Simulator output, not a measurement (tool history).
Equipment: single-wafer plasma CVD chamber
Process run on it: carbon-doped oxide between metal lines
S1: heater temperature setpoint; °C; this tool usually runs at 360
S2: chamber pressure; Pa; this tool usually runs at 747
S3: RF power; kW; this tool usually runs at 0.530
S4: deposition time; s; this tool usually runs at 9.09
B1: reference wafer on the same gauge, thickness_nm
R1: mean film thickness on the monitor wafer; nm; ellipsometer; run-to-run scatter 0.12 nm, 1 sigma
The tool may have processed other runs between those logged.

run,hour,S1,S2,S3,S4,B1,R1
1,0.0,349,747,0.530,9.09,46.030,45.214
2,23.8,349,747,0.530,9.09,46.103,44.980
3,57.1,360,747,0.530,9.09,46.086,43.563
4,89.0,360,747,0.530,9.09,46.107,43.391
5,123.0,360,747,0.605,9.09,46.058,47.168
6,155.4,360,747,0.605,9.09,46.053,47.433
7,181.5,360,747,0.530,7.83,46.058,37.410
8,204.8,369,747,0.530,9.09,46.044,42.592
# hour 220.8: gauge calibrated
# hour 246.3: capacitance manometer re-zeroed and calibrated
9,298.9,360,747,0.530,7.69,46.130,36.947
10,329.7,360,747,0.530,7.69,46.139,36.843
11,347.2,360,747,0.530,7.69,46.153,36.616
12,367.9,360,747,0.530,9.09,46.161,43.344
13,391.5,360,747,0.530,9.09,46.080,43.408
14,407.4,360,925,0.530,9.57,46.096,46.278
15,420.8,349,747,0.530,9.09,46.057,44.837
# hour 443.8: thermocouple changed; heater temperature recalibrated
16,444.3,360,747,0.530,9.72,46.162,46.960
# hour 458.4: showerhead replaced, of another model than before
17,471.2,372,747,0.530,10.05,46.096,47.076
18,502.8,360,747,0.530,9.09,46.108,44.031
19,538.1,360,640,0.605,9.09,46.089,45.835
20,565.6,349,561,0.435,7.66,46.064,35.466
21,586.7,360,747,0.575,9.09,46.082,45.454
# hour 599.2: RF generator calibrated
22,609.5,360,876,0.530,9.09,46.153,44.248
23,639.7,355,747,0.530,9.77,46.074,47.702
24,661.4,360,599,0.530,9.09,46.086,43.365
25,688.7,360,747,0.460,8.42,46.034,38.629
26,707.1,367,635,0.570,8.24,46.152,39.888
27,739.4,360,747,0.530,9.09,46.124,43.700
28,764.4,354,892,0.615,8.35,46.134,43.544

5 options for the next run, each taken on its own from the tool as it stands now. Forecast them:
A,764.8,375,747,0.530,9.09,?,?
B,764.8,360,880,0.530,9.09,?,?
C,764.8,347,812,0.530,9.09,?,?
D,764.8,354,585,0.530,8.33,?,?
E,764.8,365,659,0.495,10.48,?,?

run,B1,R1
A,46.090,42.066
B,46.090,43.986
C,46.090,45.608
D,46.090,40.422
E,46.090,48.179
What these runs would have given with no unlogged condition in the tool:
run,R1
A,42.407
B,44.401
C,46.128
D,40.841
E,48.626

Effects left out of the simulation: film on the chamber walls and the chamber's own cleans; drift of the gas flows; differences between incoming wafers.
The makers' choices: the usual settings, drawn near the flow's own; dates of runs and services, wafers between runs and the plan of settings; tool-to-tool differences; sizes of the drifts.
